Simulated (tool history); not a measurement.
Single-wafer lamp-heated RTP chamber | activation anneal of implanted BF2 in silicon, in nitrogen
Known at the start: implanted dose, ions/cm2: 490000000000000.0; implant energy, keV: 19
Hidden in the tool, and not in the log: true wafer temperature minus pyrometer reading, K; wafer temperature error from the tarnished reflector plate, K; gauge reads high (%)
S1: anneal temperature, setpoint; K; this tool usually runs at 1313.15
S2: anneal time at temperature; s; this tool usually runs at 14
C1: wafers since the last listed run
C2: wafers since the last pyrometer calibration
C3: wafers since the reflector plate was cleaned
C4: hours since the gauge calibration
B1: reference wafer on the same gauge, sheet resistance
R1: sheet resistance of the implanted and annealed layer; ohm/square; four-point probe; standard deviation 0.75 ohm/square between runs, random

run	hour	S1	S2	C1	C2	C3	C4	B1	R1
1	0.0	1313.15	14	0	4716	4742	946.3	232.95	242.85
2	52.2	1313.15	14	420	5137	5163	998.5	232.78	243.62
3	156.0	1313.15	14	836	5973	6000	1102.3	233.07	242.77
4	234.2	1313.15	14	630	6604	6630	1180.5	232.96	242.85
5	327.0	1313.15	14	747	7352	7378	1273.3	232.89	242.21
6	388.6	1313.15	14	496	7848	7875	1334.9	232.88	243.12
# hour 448.6: pyrometer window cleaned and pyrometer calibrated
7	457.6	1313.15	9	491	72	8366	1403.9	232.81	246.63
8	505.4	1313.15	9	385	458	8752	1451.7	232.85	246.98
9	564.1	1296.15	14	473	931	9225	1510.4	232.81	248.58
10	665.7	1296.15	14	818	1750	10044	1612.0	232.79	248.88
11	719.2	1326.15	14	431	2181	10475	1665.5	233.19	238.96
12	820.8	1313.15	19	818	3000	11294	1767.1	232.99	239.52
13	883.0	1313.15	19	501	3501	11795	1829.3	233.04	238.43
# hour 956.7: reflector plate cleaned
14	990.0	1313.15	14	797	4299	268	1936.3	232.87	240.44
15	1080.7	1313.15	11	731	5030	999	2027.0	233.14	243.63
16	1275.2	1313.15	14	1567	6598	2567	2221.5	232.94	240.65
17	1330.2	1313.15	14	443	7041	3010	2276.5	232.63	240.46
# hour 1463.2: pyrometer window cleaned and pyrometer calibrated
18	1599.3	1284.15	6	2104	1096	5114	2545.6	232.96	257.81
# hour 1616.5: reflector plate cleaned, repeated, since the last time left the tool worse
19	1647.1	1342.15	9	320	1417	246	2593.4	232.98	238.95
20	1740.9	1285.15	14	756	2173	1002	2687.2	233.18	253.28
21	1790.1	1333.15	9	396	2570	1398	2736.4	233.06	241.52
22	1841.7	1337.15	18	415	2985	1814	2788.0	233.09	234.50
# hour 2051.3: gauge calibrated
23	2152.3	1326.15	14	2503	5489	4318	101.0	233.15	239.25
24	2243.3	1331.15	8	733	6222	5051	192.0	232.97	241.54
25	2309.0	1296.15	22	529	6752	5581	257.7	233.14	244.58
# hour 2370.1: pyrometer window cleaned and pyrometer calibrated
26	2410.4	1327.15	21	752	324	6334	359.1	232.86	234.93
27	2470.0	1313.15	14	480	804	6814	418.7	232.54	241.60
28	2542.4	1313.15	22	583	1388	7398	491.1	233.03	238.23
29	2622.5	1313.15	18	645	2034	8043	571.2	233.28	240.47
30	2704.0	1331.15	8	656	2691	8700	652.7	232.85	242.45
31	2743.9	1288.15	17	321	3012	9022	692.6	232.92	250.49
32	2801.5	1300.15	8	464	3476	9486	750.2	233.17	251.75

Alternative continuations, all from the tool just after run 32; predict every row:
A	2801.9	1313.15	14	3	3480	9489	750.6	?	?
B	2801.9	1329.15	7	3	3480	9489	750.6	?	?
C	2801.9	1313.15	20	3	3480	9489	750.6	?	?
D	2801.9	1336.15	14	3	3480	9489	750.6	?	?

run	B1	R1
A	233.10	241.91
B	233.10	243.38
C	233.10	238.35
D	233.10	236.17
Had the tool no hidden state, the same runs would have come out as:
run	R1
A	243.30
B	244.53
C	239.72
D	236.98
